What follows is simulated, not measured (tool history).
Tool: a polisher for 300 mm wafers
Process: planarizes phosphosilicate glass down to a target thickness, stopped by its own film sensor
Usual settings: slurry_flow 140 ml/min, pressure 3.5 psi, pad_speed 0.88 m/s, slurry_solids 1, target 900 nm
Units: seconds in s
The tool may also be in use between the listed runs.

run,hour,slurry_flow,pressure,pad_speed,slurry_solids,target,wafers since the last listed run,wafers polished on this pad,hours since the slurry nozzle was cleaned,hours since the head pressure was calibrated,hours since the slurry blender was calibrated,hours since the conditioning disc was replaced,"incoming thickness of the incoming film, nm",seconds
1,0,140,3.5,0.88,1,900,0,12,213.6,1135,96.4,263.7,1427,64.9
2,11.9,140,3.5,0.88,1,900,73,85,225.5,1146.9,108.3,275.6,1440.1,67.7
3,55.4,125,3.5,0.88,1,900,267,353,269,1190.4,151.8,319.1,1408.4,65.8
4,73,125,3.5,0.88,1,900,108,461,286.6,1208,169.4,336.7,1457,71.2
5,88.3,125,3.5,0.88,1,900,94,555,301.9,1223.3,184.7,352,1405.8,62.8
# hour 99.5: worn pad replaced by a new one
6,101.9,140,3.5,0.88,1,900,59,14,315.5,1236.9,198.3,365.6,1450.5,70.6
7,115.4,140,3.5,0.88,1,900,83,97,329,1250.4,211.8,379.1,1421.2,66.1
8,121.6,140,3.5,0.88,1,900,38,135,335.2,1256.6,218,385.3,1406.1,62.7
# hour 134.5: slurry nozzle cleaned
# hour 138.7: slurry blender recalibrated
9,156.3,140,3.5,0.88,0.85,900,195,331,21.8,1291.3,17.6,420,1430.3,77.3
# hour 164.9: head pressure recalibrated
10,177.4,90,2.4,0.6,1,839,117,448,42.9,12.5,38.7,441.1,1415.9,154
# hour 186.9: conditioning disc replaced and pad reconditioned
11,187.4,140,3,0.88,1,1034,49,497,52.9,22.5,48.7,0.5,1423.5,55.9
# hour 195.1: worn pad replaced by a new one
12,195.6,140,4.5,0.88,1,900,25,3,61.1,30.7,56.9,8.7,1446.2,53
13,204.5,140,3.5,0.88,1,900,54,57,70,39.6,65.8,17.6,1456.9,69.3
14,217.2,140,3.5,0.88,0.75,1033,78,136,82.7,52.3,78.5,30.3,1438.2,67.9
15,225.2,105,3.5,1.06,0.85,900,49,185,90.7,60.3,86.5,38.3,1440.7,72.5
16,255.8,105,3.5,0.76,1,900,188,373,121.3,90.9,117.1,68.9,1409.9,76.8
17,264,140,3.5,0.88,1,957,50,424,129.5,99.1,125.3,77.1,1436.5,60.2

How the hidden state differs across the entries between the runs, from the last listed run before each to the first after it:
Between runs 5 and 6: worn pad replaced by a new one (hour 99.5)
  no hidden state differs between the two runs
Between runs 8 and 9: slurry nozzle cleaned (hour 134.5); slurry blender recalibrated (hour 138.7)
  no hidden state differs between the two runs
Between runs 9 and 10: head pressure recalibrated (hour 164.9)
  no hidden state differs between the two runs
Between runs 10 and 11: conditioning disc replaced and pad reconditioned (hour 186.9)
  no hidden state differs between the two runs
Between runs 11 and 12: worn pad replaced by a new one (hour 195.1)
  no hidden state differs between the two runs
